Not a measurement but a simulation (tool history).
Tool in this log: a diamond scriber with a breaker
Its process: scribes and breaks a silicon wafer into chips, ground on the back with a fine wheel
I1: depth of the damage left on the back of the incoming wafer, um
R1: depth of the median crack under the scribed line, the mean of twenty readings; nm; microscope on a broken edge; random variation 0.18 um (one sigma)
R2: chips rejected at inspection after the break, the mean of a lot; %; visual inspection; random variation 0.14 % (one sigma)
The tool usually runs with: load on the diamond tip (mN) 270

run 1 hour=0.0 | load_on_the_diamond_tip_(mN)=270 | I1=2.58 | R1=12990 R2=2.34
run 2 hour=17.6 | load_on_the_diamond_tip_(mN)=270 | I1=2.58 | R1=13020 R2=2.11
run 3 hour=34.5 | load_on_the_diamond_tip_(mN)=249 | I1=1.97 | R1=12380 R2=2.40
run 4 hour=47.5 | load_on_the_diamond_tip_(mN)=249 | I1=2.73 | R1=12590 R2=2.69
run 5 hour=60.2 | load_on_the_diamond_tip_(mN)=221 | I1=2.96 | R1=11680 R2=4.12
run 6 hour=68.7 | load_on_the_diamond_tip_(mN)=252 | I1=1.77 | R1=12790 R2=2.20
run 7 hour=80.8 | load_on_the_diamond_tip_(mN)=252 | I1=2.85 | R1=12520 R2=2.59
-- hour=84.8 diamond tip replaced by a new one
run 8 hour=96.1 | load_on_the_diamond_tip_(mN)=270 | I1=2.15 | R1=13190 R2=2.34
run 9 hour=110.4 | load_on_the_diamond_tip_(mN)=270 | I1=1.73 | R1=12600 R2=1.72
run 10 hour=120.9 | load_on_the_diamond_tip_(mN)=270 | I1=2.02 | R1=12660 R2=1.98
run 11 hour=136.8 | load_on_the_diamond_tip_(mN)=295 | I1=2.26 | R1=13880 R2=2.27
run 12 hour=145.6 | load_on_the_diamond_tip_(mN)=294 | I1=1.75 | R1=13760 R2=2.17
-- hour=163.6 load on the tip recalibrated
run 13 hour=164.1 | load_on_the_diamond_tip_(mN)=218 | I1=1.92 | R1=11640 R2=3.41
run 14 hour=170.4 | load_on_the_diamond_tip_(mN)=328 | I1=2.01 | R1=14260 R2=3.09
run 15 hour=186.9 | load_on_the_diamond_tip_(mN)=209 | I1=2.11 | R1=11290 R2=4.65
run 16 hour=224.3 | load_on_the_diamond_tip_(mN)=225 | I1=1.79 | R1=11630 R2=2.98
run 17 hour=236.9 | load_on_the_diamond_tip_(mN)=300 | I1=2.47 | R1=13670 R2=2.63
run 18 hour=244.9 | load_on_the_diamond_tip_(mN)=236 | I1=1.86 | R1=12120 R2=2.26
run 19 hour=259.3 | load_on_the_diamond_tip_(mN)=270 | I1=1.68 | R1=13100 R2=1.80
run 20 hour=272.9 | load_on_the_diamond_tip_(mN)=270 | I1=2.21 | R1=13000 R2=2.24

What if the next run were any one of these 5? Each begins from the tool's condition after run 20:
run A hour=273.6 | load_on_the_diamond_tip_(mN)=270 | I1=2.70 | R1=? R2=?
run B hour=273.6 | load_on_the_diamond_tip_(mN)=227 | I1=2.70 | R1=? R2=?
run C hour=273.6 | load_on_the_diamond_tip_(mN)=348 | I1=2.70 | R1=? R2=?
run D hour=273.6 | load_on_the_diamond_tip_(mN)=313 | I1=2.70 | R1=? R2=?
run E hour=273.6 | load_on_the_diamond_tip_(mN)=207 | I1=2.70 | R1=? R2=?

run=A R1=13080 R2=2.31
run=B R1=12000 R2=3.40
run=C R1=14930 R2=4.27
run=D R1=14110 R2=2.90
run=E R1=11480 R2=4.67
Stripped of hidden state, with their random variation kept, the same runs would have yielded:
run=A R1=13080 R2=2.31
run=B R1=12000 R2=3.40
run=C R1=14930 R2=4.27
run=D R1=14110 R2=2.90
run=E R1=11480 R2=4.67
